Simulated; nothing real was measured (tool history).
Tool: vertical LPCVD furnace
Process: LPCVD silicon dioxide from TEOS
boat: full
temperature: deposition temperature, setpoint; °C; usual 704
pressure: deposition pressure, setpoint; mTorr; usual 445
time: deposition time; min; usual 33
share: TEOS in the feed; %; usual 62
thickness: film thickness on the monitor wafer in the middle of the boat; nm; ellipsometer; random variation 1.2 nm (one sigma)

run,hour,temperature,pressure,time,share,wafers since the last listed run,hours since the last temperature calibration,hours since the pressure gauge was zeroed,hours since the TEOS flow controller was replaced,hours since the gauge calibration,"read-back reference wafer on the same gauge, thickness",thickness
1,0,704,360,33,62,0,2958.6,3253.3,1808.4,497.1,276.03,302.51
2,15.6,704,360,33,62,200,2974.2,3268.9,1824,512.7,276,304.09
3,51.2,704,360,33,62,457,3009.8,3304.5,1859.6,548.3,275.87,303.61
4,79.8,704,445,33,72,367,3038.4,3333.1,1888.2,576.9,276,362.77
# hour 101.2: gauge calibrated
5,102.4,704,445,33,62,290,3061,3355.7,1910.8,1.2,276.27,336.91
6,122.3,704,470,33,62,255,3080.9,3375.6,1930.7,21.1,275.85,345.32
7,152.8,704,470,33,62,391,3111.4,3406.1,1961.2,51.6,275.95,348.1
8,226.9,704,445,33,62,952,3185.5,3480.2,2035.3,125.7,276.07,340.81
9,333.5,704,445,37.5,58,1369,3292.1,3586.8,2141.9,232.3,276.12,375.51
10,352.6,696,445,33,62,245,3311.2,3605.9,2161,251.4,276.08,283.3
11,381.7,696,445,33,62,373,3340.3,3635,2190.1,280.5,276.04,284.07
# hour 407.6: pressure gauge zeroed
12,412.6,696,445,33,62,88,3371.2,5,2221,311.4,276.08,282.7
# hour 456: thermocouples replaced and temperature profile calibrated
13,456.5,704,445,33,62,255,0.5,48.9,2264.9,355.3,276.02,322.95
14,461.7,704,445,33,62,66,5.7,54.1,2270.1,360.5,276.02,322.6
# hour 494.2: TEOS flow controller replaced
15,494.7,704,445,33,62,115,38.7,87.1,0.5,393.5,276.4,320.51
16,499.9,712,520,33,57,66,43.9,92.3,5.7,398.7,276.07,400.31
17,512.3,704,445,45,56,159,56.3,104.7,18.1,411.1,275.95,418.9
18,532.3,704,445,33,54,256,76.3,124.7,38.1,431.1,275.8,301.07
19,548.6,704,445,37,56,209,92.6,141,54.4,447.4,276.08,339.83
20,565.7,704,445,33,62,219,109.7,158.1,71.5,464.5,276.06,320.33
21,583.6,711,350,33,73,229,127.6,176,89.4,482.4,275.81,364.67
22,606.3,704,445,26,62,291,150.3,198.7,112.1,505.1,275.97,253.51
23,624.6,693,445,27,74,235,168.6,217,130.4,523.4,275.85,223.76
# hour 626.6: gauge calibrated
24,644.9,704,445,37.5,58,260,188.9,237.3,150.7,18.3,275.99,356.82
25,673.6,704,445,33,62,368,217.6,266,179.4,47,275.82,320.83
26,692.7,704,490,33,62,245,236.7,285.1,198.5,66.1,276.21,339.51
27,726.7,701,445,33,62,436,270.7,319.1,232.5,100.1,276.35,300.45
28,751.7,713,350,44,67,321,295.7,344.1,257.5,125.1,275.89,487.06
29,767.1,704,445,33,62,197,311.1,359.5,272.9,140.5,276.16,320.82
30,792.7,704,345,33,51,328,336.7,385.1,298.5,166.1,276.19,256.39

What the log doesn't show, run by run:
true pressure minus gauge reading, mTorr: 0 in every run
deviation of the TEOS flow from its setpoint, %: 0 in every run
gauge reads high (%): 0 in every run
H1: true tube temperature minus thermocouple reading, K
run,H1
1,2.26
2,2.29
3,2.34
4,2.38
5,2.42
6,2.45
7,2.49
8,2.61
9,2.78
10,2.81
11,2.85
12,2.91
13,0.291
14,0.292
15,0.292
16,0.292
17,0.292
18,0.293
19,0.294
20,0.294
21,0.295
22,0.297
23,0.298
24,0.3
25,0.303
26,0.305
27,0.309
28,0.313
29,0.315
30,0.319
